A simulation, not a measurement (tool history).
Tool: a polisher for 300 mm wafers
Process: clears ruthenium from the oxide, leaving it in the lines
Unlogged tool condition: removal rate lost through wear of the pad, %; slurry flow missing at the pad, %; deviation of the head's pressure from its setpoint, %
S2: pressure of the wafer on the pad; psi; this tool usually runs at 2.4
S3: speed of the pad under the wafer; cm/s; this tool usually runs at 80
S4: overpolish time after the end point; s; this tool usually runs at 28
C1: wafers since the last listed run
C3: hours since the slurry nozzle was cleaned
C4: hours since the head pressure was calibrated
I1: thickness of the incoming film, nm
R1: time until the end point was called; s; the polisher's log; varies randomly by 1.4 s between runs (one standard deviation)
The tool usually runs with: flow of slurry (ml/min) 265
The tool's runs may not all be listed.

Run 1, day 0: usual settings; C1 0; wafers polished on this pad 639; C3 209.2; C4 649.9; I1 75.8. Result: R1 84.6 s.
Run 2, day 1.633: usual settings; C1 263; wafers polished on this pad 903; C3 248.4; C4 689.1; I1 75.4. Result: R1 82.6 s.
Run 3, day 2.233: usual settings; C1 96; wafers polished on this pad 1000; C3 262.8; C4 703.5; I1 74.1. Result: R1 84.7 s.
Run 4, day 2.808: usual settings; C1 92; wafers polished on this pad 1093; C3 276.6; C4 717.3; I1 75.1. Result: R1 87.7 s.
Run 5, day 3.233: usual settings; C1 68; wafers polished on this pad 1162; C3 286.8; C4 727.5; I1 74. Result: R1 84.5 s.
Run 6, day 3.896: usual settings; C1 107; wafers polished on this pad 1269; C3 302.7; C4 743.4; I1 75. Result: R1 87.5 s.
At day 4.3: worn pad replaced by a new one.
Run 7, day 4.321: usual settings; C1 41; wafers polished on this pad 3; C3 312.9; C4 753.6; I1 76.3. Result: R1 90.7 s.
Run 8, day 4.712: usual settings but S3 90 cm/s; C1 63; wafers polished on this pad 66; C3 322.3; C4 763; I1 75.7. Result: R1 78.8 s.
Run 9, day 5.371: usual settings but flow of slurry (ml/min) 235, S2 1.9 psi, S3 104 cm/s, S4 12 s; C1 106; wafers polished on this pad 172; C3 338.1; C4 778.8; I1 75. Result: R1 87.9 s.
At day 6.438: head pressure recalibrated.
At day 6.529: slurry nozzle cleaned.
Run 10, day 7.438: usual settings but flow of slurry (ml/min) 210; C1 313; wafers polished on this pad 486; C3 21.8; C4 24; I1 76.7. Result: R1 83.6 s.
Run 11, day 7.775: usual settings; C1 54; wafers polished on this pad 541; C3 29.9; C4 32.1; I1 74.9. Result: R1 79.7 s.
Run 12, day 8.521: usual settings but S3 98 cm/s; C1 120; wafers polished on this pad 661; C3 47.8; C4 50; I1 74.1. Result: R1 65.9 s.
Run 13, day 9.254: usual settings but flow of slurry (ml/min) 310, S4 24 s; C1 118; wafers polished on this pad 780; C3 65.4; C4 67.6; I1 74.1. Result: R1 79.3 s.
Run 14, day 9.779: usual settings but S4 20 s; C1 84; wafers polished on this pad 864; C3 78; C4 80.2; I1 73.7. Result: R1 82.2 s.
Run 15, day 10.033: usual settings but S4 34 s; C1 41; wafers polished on this pad 905; C3 84.1; C4 86.3; I1 74.2. Result: R1 82.7 s.
Run 16, day 10.421: usual settings but S2 3 psi, S3 58 cm/s; C1 62; wafers polished on this pad 968; C3 93.4; C4 95.6; I1 75. Result: R1 90.5 s.
Run 17, day 11.012: usual settings; C1 95; wafers polished on this pad 1064; C3 107.6; C4 109.8; I1 74.2. Result: R1 81.2 s.

Across each entry between runs, compare the hidden state at the last listed run before it with the hidden state at the first listed run after it:
From run 6 to run 7: worn pad replaced by a new one (day 4.3)
  slurry flow missing at the pad, %: 37.1 -> 38.2
  difference, measured minus the result without the unlogged condition, R1: +5.8 -> +6.3 s
From run 9 to run 10: head pressure recalibrated (day 6.438); slurry nozzle cleaned (day 6.529)
  slurry flow missing at the pad, %: 41 -> 2.47
  difference, measured minus the result without the unlogged condition, R1: +7.8 -> +0.3 s
